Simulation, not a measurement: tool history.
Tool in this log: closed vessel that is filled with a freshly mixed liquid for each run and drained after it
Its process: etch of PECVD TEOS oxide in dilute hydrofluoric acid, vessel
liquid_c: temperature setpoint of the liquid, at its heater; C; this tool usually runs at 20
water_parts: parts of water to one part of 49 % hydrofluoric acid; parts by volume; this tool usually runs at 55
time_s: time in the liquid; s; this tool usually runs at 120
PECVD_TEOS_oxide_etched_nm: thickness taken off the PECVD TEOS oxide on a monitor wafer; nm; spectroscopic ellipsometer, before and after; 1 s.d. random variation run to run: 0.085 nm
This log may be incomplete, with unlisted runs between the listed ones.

run     day  liquid_c  water_parts  time_s  read-back film thickness of the PECVD TEOS oxide reference wafer, read on the same gauge (nm)  PECVD_TEOS_oxide_etched_nm
  1       0        20           35     120                                                                                          80.05                       36.06
  2   0.938        20           35     120                                                                                          80.02                       36.01
  3   2.296        20           35     120                                                                                          80.01                       35.78
  4   3.304        20           55     120                                                                                             80                       22.33
  5   4.421        20           55     120                                                                                          79.96                       22.36
  6       5        20           55     120                                                                                             80                       22.54
  7   6.312      23.5           55     135                                                                                          79.97                       29.39
  8   7.288      23.5           55     135                                                                                          79.95                        29.6
  9   8.154      23.5           55     135                                                                                          79.98                       29.38
 10   9.083        20           55     120                                                                                          79.95                       22.73
 11  10.546        20           55     120                                                                                          80.01                       22.72
 12  11.629        18           55     120                                                                                          80.01                       21.01
     11.788  -- gauge calibrated
 13  12.146        20           35     140                                                                                          80.01                       42.78
 14  12.992      18.5           55     160                                                                                          80.01                       28.33
 15  13.812        17           35     165                                                                                          80.02                       44.63
 16   14.35        20           65     120                                                                                             80                       19.12
 17  15.258        20           40      80                                                                                          79.98                       21.33
       15.7  -- hydrofluoric acid flow meter replaced
 18  16.188        17           45     185                                                                                          80.02                       38.25
 19  17.183      22.5           45     120                                                                                             80                       31.73
     18.121  -- thermometer replaced
 20  18.562        20           55     120                                                                                          80.03                       21.64
 21  19.788        20           55     120                                                                                          80.01                       21.61
 22  20.462        24           55     140                                                                                          79.94                       29.72
 23  21.721        20           55     120                                                                                          79.95                       21.66
 24  22.238        20           55     120                                                                                          79.99                       21.58
 25  23.338        24           55     120                                                                                          80.01                       25.57

Per-run results on a tool with no hidden state, each run keeping its own random variation:
Hidden conditions of the tool in this case: liquid hotter than its thermometer reads (K); hydrofluoric acid flow below the setpoint (%); gauge reads high (%).
run  PECVD_TEOS_oxide_etched_nm
  1                       34.65
  2                       34.55
  3                       34.24
  4                       21.34
  5                       21.33
  6                       21.47
  7                       27.98
  8                       28.13
  9                       27.88
 10                        21.5
 11                       21.43
 12                       19.75
 13                       40.19
 14                       26.58
 15                       41.74
 16                       17.92
 17                       19.94
 18                       35.64
 19                       29.59
 20                       21.58
 21                        21.5
 22                       29.54
 23                       21.47
 24                       21.37
 25                       25.28

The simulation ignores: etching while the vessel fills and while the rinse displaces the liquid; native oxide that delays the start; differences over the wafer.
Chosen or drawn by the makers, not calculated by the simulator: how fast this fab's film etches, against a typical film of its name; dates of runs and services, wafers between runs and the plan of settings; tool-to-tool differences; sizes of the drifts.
